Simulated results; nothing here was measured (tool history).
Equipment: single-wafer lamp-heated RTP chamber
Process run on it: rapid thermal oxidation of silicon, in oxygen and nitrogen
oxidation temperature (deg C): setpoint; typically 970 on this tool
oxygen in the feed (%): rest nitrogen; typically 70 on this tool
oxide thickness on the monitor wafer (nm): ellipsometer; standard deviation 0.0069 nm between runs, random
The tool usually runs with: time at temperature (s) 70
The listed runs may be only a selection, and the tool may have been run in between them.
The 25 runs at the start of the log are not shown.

run    hour  oxidation temperature (deg C)  time at temperature (s)  oxygen in the feed (%)  wafers since the last listed run  wafers since the last pyrometer calibration  hours since the oxygen flow controller was replaced  hours since the gauge calibration  read-back reference wafer on the same gauge, thickness  oxide thickness on the monitor wafer (nm)
 26   744.0                            970                       97                      70                               263                                         1740                                                431.3                               48.8                                                   4.950                                      5.380
 27   848.3                            980                       38                      57                               855                                         2596                                                535.6                              153.1                                                   4.949                                      3.690
      856.3  -- pyrometer window cleaned and pyrometer calibrated
 28   861.2                            970                       70                      70                                40                                           39                                                548.5                              166.0                                                   4.949                                      4.612
 29   924.2                            970                       52                      70                               516                                          556                                                611.5                              229.0                                                   4.950                                      4.116
 30   945.1                            970                       70                      70                               171                                          727                                                632.4                              249.9                                                   4.950                                      4.649
 31   959.4                            984                       70                      70                               117                                          844                                                646.7                              264.2                                                   4.949                                      5.140
 32   992.3                            954                       39                      89                               269                                         1114                                                679.6                              297.1                                                   4.951                                      3.563
 33  1015.8                            947                       82                      70                               192                                         1307                                                703.1                              320.6                                                   4.951                                      4.221
 34  1048.9                            961                       87                      70                               271                                         1578                                                736.2                              353.7                                                   4.950                                      4.802
 35  1067.5                            990                       43                      70                               152                                         1731                                                754.8                              372.3                                                   4.949                                      4.397
 36  1101.7                            989                       70                      52                               280                                         2011                                                789.0                              406.5                                                   4.949                                      4.846
 37  1131.6                            970                       94                      70                               245                                         2256                                                818.9                              436.4                                                   4.951                                      5.300
 38  1162.5                            993                       38                      70                               253                                         2509                                                849.8                              467.3                                                   4.952                                      4.257
     1174.4  -- pyrometer window cleaned and pyrometer calibrated
 39  1197.6                            970                       70                      70                               222                                          190                                                884.9                              502.4                                                   4.950                                      4.631

Each row is a separate what-if for the run after 39, all from the same tool condition, not one after another. Results?
  A  1198.1                            970                       70                      70                                 4                                          194                                                885.4                              502.9                                                       ?                                          ?
  B  1198.1                            999                       99                      98                                 4                                          194                                                885.4                              502.9                                                       ?                                          ?
  C  1198.1                            940                       80                      97                                 4                                          194                                                885.4                              502.9                                                       ?                                          ?

run  read-back reference wafer on the same gauge, thickness  oxide thickness on the monitor wafer (nm)
  A                                                   4.948                                      4.640
  B                                                   4.948                                      7.511
  C                                                   4.948                                      4.383
Stripped of hidden state, with their random variation kept, the same runs would have yielded:
run  oxide thickness on the monitor wafer (nm)
  A                                      4.619
  B                                      7.476
  C                                      4.363
